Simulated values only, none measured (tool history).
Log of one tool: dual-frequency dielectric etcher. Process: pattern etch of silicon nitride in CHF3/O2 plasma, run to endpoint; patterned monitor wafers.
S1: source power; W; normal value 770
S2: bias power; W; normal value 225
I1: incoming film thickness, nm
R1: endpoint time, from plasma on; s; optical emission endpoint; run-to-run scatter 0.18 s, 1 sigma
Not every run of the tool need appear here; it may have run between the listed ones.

run 1 hour=0.0 | S1=770 S2=247 | I1=97.3 | R1=57.5
run 2 hour=6.1 | S1=770 S2=247 | I1=98.3 | R1=57.9
run 3 hour=15.4 | S1=770 S2=225 | I1=98.1 | R1=58.9
run 4 hour=50.7 | S1=770 S2=225 | I1=97.7 | R1=58.6
run 5 hour=64.7 | S1=770 S2=225 | I1=97.8 | R1=58.6
run 6 hour=72.0 | S1=770 S2=262 | I1=98.2 | R1=56.3
-- hour=81.8 bias power generator calibrated
run 7 hour=84.3 | S1=770 S2=262 | I1=97.3 | R1=55.9
run 8 hour=93.0 | S1=770 S2=262 | I1=98.3 | R1=56.3
run 9 hour=99.5 | S1=770 S2=257 | I1=96.8 | R1=55.8
-- hour=129.3 upper electrode replaced
-- hour=153.1 wet clean of the chamber
run 10 hour=153.6 | S1=770 S2=257 | I1=98.3 | R1=57.8
run 11 hour=153.9 | S1=770 S2=246 | I1=97.7 | R1=58.3
run 12 hour=154.2 | S1=690 S2=248 | I1=98.3 | R1=60.4
run 13 hour=168.5 | S1=770 S2=225 | I1=96.2 | R1=58.4
-- hour=182.1 source power generator calibrated
run 14 hour=186.0 | S1=770 S2=253 | I1=98.0 | R1=57.8
run 15 hour=197.9 | S1=620 S2=173 | I1=96.3 | R1=66.8
run 16 hour=211.9 | S1=690 S2=202 | I1=98.6 | R1=64.0
run 17 hour=224.6 | S1=950 S2=240 | I1=97.2 | R1=54.0
run 18 hour=239.6 | S1=820 S2=254 | I1=97.8 | R1=56.3
run 19 hour=257.0 | S1=870 S2=225 | I1=97.6 | R1=56.7

Measured result minus the same run's result without the hidden state. Both carry the same run-to-run variation, though not necessarily the same gauge scatter:
What the log doesn't record here: etch rate over this chamber's usual, %; source power that arrives over what is set, %; bias power that arrives over what is set, %.
run=1 R1=-1.0
run=2 R1=-1.1
run=3 R1=-1.2
run=4 R1=-1.4
run=5 R1=-1.4
run=6 R1=-1.4
run=7 R1=-1.4
run=8 R1=-1.5
run=9 R1=-1.5
run=10 R1=-0.3
run=11 R1=-0.4
run=12 R1=-0.3
run=13 R1=-0.4
run=14 R1=-0.5
run=15 R1=-0.7
run=16 R1=-0.7
run=17 R1=-0.7
run=18 R1=-0.7
run=19 R1=-0.9
